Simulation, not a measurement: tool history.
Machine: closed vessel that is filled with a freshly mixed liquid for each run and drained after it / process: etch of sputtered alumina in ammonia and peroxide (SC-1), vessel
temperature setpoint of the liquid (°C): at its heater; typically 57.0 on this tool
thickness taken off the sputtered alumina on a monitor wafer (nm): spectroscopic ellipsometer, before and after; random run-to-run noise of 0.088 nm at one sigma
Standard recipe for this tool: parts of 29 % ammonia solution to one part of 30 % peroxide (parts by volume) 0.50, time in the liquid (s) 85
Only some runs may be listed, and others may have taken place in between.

run	day	temperature setpoint of the liquid (°C)	parts of 29 % ammonia solution to one part of 30 % peroxide (parts by volume)	time in the liquid (s)	read-back film thickness of the sputtered alumina reference wafer, read on the same gauge (nm)	thickness taken off the sputtered alumina on a monitor wafer (nm)
1	0.000	57.0	0.65	85	90.02	10.77
2	2.104	57.0	0.65	85	90.00	10.78
# day 4.392: new drum of ammonia solution connected
3	5.062	57.0	0.50	85	89.94	10.45
4	7.804	57.0	0.50	85	90.00	10.57
5	10.342	57.0	0.50	85	90.02	10.59
6	11.712	57.0	0.50	85	90.00	10.40
7	13.025	63.5	0.50	85	90.00	14.63
8	14.558	57.0	0.50	85	90.04	10.46
9	15.925	57.0	0.50	85	90.00	10.62
10	17.412	57.0	0.50	105	90.04	13.14
11	19.058	57.0	0.50	105	89.99	13.24
# day 20.121: ammonia flow meter replaced
12	27.692	57.0	0.50	105	89.99	13.25
13	30.175	50.0	0.50	85	89.97	7.31
14	33.829	57.0	0.70	85	89.99	11.13
15	36.104	60.5	0.65	115	90.03	17.71
16	38.704	54.5	0.35	110	90.00	11.48
17	40.008	60.5	0.50	85	90.02	12.74
# day 43.200: thermometer replaced
# day 46.108: new drum of ammonia solution connected
18	46.650	57.0	0.50	85	90.02	11.08
# day 47.933: gauge calibrated
19	48.571	49.0	0.60	130	90.04	11.06

For run 20, what comes out?
20	50.458	63.5	0.60	130	?	?

Run 20 came out at read-back film thickness of the sputtered alumina reference wafer, read on the same gauge (nm) 90.01, thickness taken off the sputtered alumina on a monitor wafer (nm) 23.95.
The same run, on a tool lacking any hidden state, would have yielded thickness taken off the sputtered alumina on a monitor wafer (nm) 22.56.
